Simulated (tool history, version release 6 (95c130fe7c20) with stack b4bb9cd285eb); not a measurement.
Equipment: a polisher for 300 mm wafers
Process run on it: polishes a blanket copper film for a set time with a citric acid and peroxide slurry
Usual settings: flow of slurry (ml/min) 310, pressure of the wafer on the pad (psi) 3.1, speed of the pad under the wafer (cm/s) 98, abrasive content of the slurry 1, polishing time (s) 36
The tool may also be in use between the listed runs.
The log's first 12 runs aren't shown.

| run | hour | flow of slurry (ml/min) | pressure of the wafer on the pad (psi) | speed of the pad under the wafer (cm/s) | abrasive content of the slurry | polishing time (s) | incoming thickness of the incoming film, nm | film removed (angstrom) |
|---|---|---|---|---|---|---|---|---|
| 13 | 937.2 | 310 | 3.1 | 124 | 1 | 36 | 663.8 | 942 |
| 14 | 998.5 | 310 | 2.6 | 116 | 0.8 | 36 | 663.1 | 723 |
| 15 | 1223.3 | 215 | 2.2 | 98 | 1 | 45 | 677.5 | 716 |
|  | 1334.8 | worn pad replaced by a new one |
|  | 1469.4 | slurry blender recalibrated |
|  | 1472.8 | head pressure recalibrated |
| 16 | 1539.7 | 310 | 3.5 | 98 | 1.1 | 36 | 661.9 | 873 |
|  | 1561.4 | slurry nozzle cleaned |
| 17 | 1637.3 | 310 | 3.1 | 132 | 1 | 40 | 669.6 | 1074 |
| 18 | 1736 | 220 | 2.2 | 130 | 0.85 | 36 | 665.4 | 679 |
| 19 | 1800 | 310 | 3.1 | 98 | 1 | 36 | 666.1 | 791 |
| 20 | 1876.1 | 310 | 3.1 | 98 | 0.8 | 36 | 656.9 | 716 |
| 21 | 1926.5 | 310 | 3.1 | 124 | 1.25 | 25 | 674.1 | 715 |
| 22 | 1976.5 | 310 | 3.1 | 88 | 0.75 | 44 | 681.3 | 837 |
|  | 2021.9 | slurry blender recalibrated |
|  | 2050.4 | worn pad replaced by a new one |
| 23 | 2066.4 | 310 | 3.1 | 124 | 1.25 | 25 | 674.3 | 692 |
| 24 | 2170.9 | 235 | 4 | 98 | 1.15 | 31 | 682.7 | 827 |
| 25 | 2288.2 | 310 | 3.1 | 98 | 1 | 36 | 661.8 | 784 |
|  | 2328.2 | head pressure recalibrated |
| 26 | 2350.5 | 360 | 2.4 | 80 | 1 | 36 | 680.9 | 563 |
| 27 | 2424.2 | 310 | 3.1 | 98 | 1 | 36 | 678.2 | 786 |
|  | 2496.1 | slurry nozzle cleaned |
| 28 | 2510.2 | 310 | 3.1 | 98 | 1 | 36 | 679.3 | 776 |
| 29 | 2616.7 | 310 | 3.1 | 98 | 1 | 36 | 673.6 | 809 |
|  | 2646.2 | worn pad replaced by a new one |
| 30 | 2693.5 | 310 | 3.8 | 98 | 1 | 29 | 678.2 | 737 |
|  | 2738.3 | slurry blender recalibrated |
| 31 | 2738.8 | 420 | 3.1 | 112 | 0.85 | 31 | 675.2 | 706 |

Branching from run 31: 3 alternative next runs. What would each branch give?
| A | 2739.2 | 310 | 2.7 | 98 | 1 | 36 | 661 | ? |
| B | 2739.2 | 310 | 3.1 | 66 | 1.25 | 36 | 661 | ? |
| C | 2739.2 | 230 | 4.1 | 98 | 1 | 46 | 661 | ? |

| run | film removed (angstrom) |
|---|---|
| A | 693 |
| B | 625 |
| C | 1190 |
Without the tool's unlogged condition, the same runs would have read:
| run | film removed (angstrom) |
|---|---|
| A | 693 |
| B | 625 |
| C | 1190 |
